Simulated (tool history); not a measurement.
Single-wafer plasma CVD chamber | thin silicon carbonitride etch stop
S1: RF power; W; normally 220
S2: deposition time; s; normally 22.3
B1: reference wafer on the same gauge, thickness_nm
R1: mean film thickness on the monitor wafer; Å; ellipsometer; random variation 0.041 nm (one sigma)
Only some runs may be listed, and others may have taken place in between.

run,hour,S1,S2,B1,R1
1,0.0,220,22.3,12.909,124.14
2,59.7,220,22.3,12.896,123.33
# hour 93.6: thermocouple changed; heater temperature recalibrated
# hour 110.0: gauge calibrated
3,124.0,220,22.3,12.901,123.85
4,179.1,220,25.2,12.893,140.26
5,208.4,220,25.2,12.897,139.69
6,240.5,220,22.3,12.898,123.70
7,271.2,220,22.3,12.903,123.51
8,296.6,220,22.3,12.888,122.72
9,343.3,235,20.7,12.906,117.39
10,398.7,235,20.7,12.900,116.51
11,531.3,220,19.6,12.904,108.04
12,594.8,240,24.7,12.878,140.17
13,661.7,220,22.3,12.924,122.55
14,690.6,200,18.8,12.909,99.86
# hour 798.0: RF generator calibrated
15,827.4,195,20.3,12.889,109.43
16,958.0,180,24.3,12.903,127.66
17,998.8,195,22.3,12.883,120.43
18,1054.0,240,26.1,12.912,151.16
# hour 1085.7: showerhead replaced
19,1096.4,250,24.6,12.888,144.06
20,1211.6,220,25.1,12.909,140.16
21,1241.2,220,26.4,12.896,149.26
22,1268.6,180,24.3,12.905,127.94
23,1299.1,245,22.3,12.902,129.11
24,1330.2,220,22.3,12.901,125.60
25,1358.8,220,22.3,12.899,124.88
26,1398.7,250,22.3,12.900,130.62
27,1429.2,200,22.3,12.894,121.83
28,1456.7,255,26.7,12.899,156.80
29,1527.9,220,19.6,12.882,109.78
30,1597.1,220,22.3,12.915,125.14
31,1635.2,190,22.3,12.905,119.41
32,1669.8,200,18.5,12.890,100.40
33,1720.2,220,22.3,12.900,124.63
34,1774.2,180,22.3,12.910,116.69
35,1833.4,220,22.3,12.885,124.59

Hidden state or all else? Some run-to-run changes of R1, split into what the settings, what came in and random variation would give without the hidden state, and what is left for the hidden state (with any gauge scatter that isn't in both results):
Unlogged tool condition in this case: wafer temperature above the value expected at the setpoint (K); delivered RF power above the setpoint (%); gauge reads high (%).
Run 11 -> 12: S1 220 -> 240, S2 19.6 -> 24.7. R1 +32.13 Å: hidden state -0.80, all else +32.93.
Run 13 -> 14: S1 220 -> 200, S2 22.3 -> 18.8. R1 -22.69 Å: hidden state +0.44, all else -23.13.
Run 14 -> 15: S1 200 -> 195, S2 18.8 -> 20.3, RF generator calibrated. R1 +9.57 Å: hidden state +2.24, all else +7.33.
Run 27 -> 28: S1 200 -> 255, S2 22.3 -> 26.7. R1 +34.97 Å: hidden state -0.11, all else +35.08.
Run 28 -> 29: S1 255 -> 220, S2 26.7 -> 19.6. R1 -47.02 Å: hidden state +0.06, all else -47.08.
